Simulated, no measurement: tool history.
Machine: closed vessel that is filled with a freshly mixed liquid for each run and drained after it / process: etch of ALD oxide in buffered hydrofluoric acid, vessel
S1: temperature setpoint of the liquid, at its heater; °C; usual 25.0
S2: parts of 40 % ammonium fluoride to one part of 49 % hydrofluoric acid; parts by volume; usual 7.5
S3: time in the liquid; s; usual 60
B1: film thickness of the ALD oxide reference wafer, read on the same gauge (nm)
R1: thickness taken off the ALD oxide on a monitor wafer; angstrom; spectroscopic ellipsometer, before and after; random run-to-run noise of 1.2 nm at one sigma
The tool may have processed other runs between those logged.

run,hour,S1,S2,S3,B1,R1
1,0.0,25.0,8.0,60,150.00,3007.8
2,43.5,24.0,7.5,30,150.00,1531.0
3,115.1,24.0,7.5,30,149.98,1530.0
4,174.6,24.0,7.5,30,150.01,1530.4
5,230.4,25.0,7.5,60,150.01,3242.0
6,281.7,25.0,7.5,60,150.01,3236.2
7,349.6,25.0,7.5,60,150.01,3216.2
8,375.9,25.0,7.5,70,150.01,3762.9
9,408.9,21.5,7.5,35,150.00,1532.0
10,464.3,21.5,7.5,35,149.97,1544.4
11,494.5,21.5,7.5,35,150.00,1544.2
12,556.2,28.5,7.5,75,149.98,4839.6
# hour 588.2: hydrofluoric acid flow meter replaced
13,608.6,26.5,8.5,90,150.04,4566.5
# hour 622.3: gauge calibrated
14,675.4,23.5,6.0,85,150.01,5117.2
15,725.7,28.5,7.5,40,150.00,2569.8
16,813.6,28.0,9.0,85,150.00,4385.9
17,850.4,25.0,7.5,60,149.99,3199.2
# hour 934.3: thermometer replaced
18,974.6,22.5,8.5,30,150.00,1309.0
19,1042.7,25.0,7.5,60,150.01,3430.8
20,1101.0,25.0,7.5,60,150.00,3437.2
21,1150.9,26.5,6.0,30,149.98,2296.3
22,1218.2,29.5,9.5,35,150.04,2010.8

Alternative continuations, all from the tool just after run 22; predict every row:
A,1218.9,25.0,7.5,60,?,?
B,1218.9,23.0,9.0,50,?,?
C,1218.9,23.5,9.0,40,?,?
D,1218.9,28.0,7.5,60,?,?

run,B1,R1
A,149.98,3424.3
B,149.98,2100.0
C,149.98,1726.7
D,149.98,4022.2
Stripped of hidden state, with their random variation kept, the same runs would have yielded:
run,R1
A,3457.9
B,2120.9
C,1743.8
D,4060.8
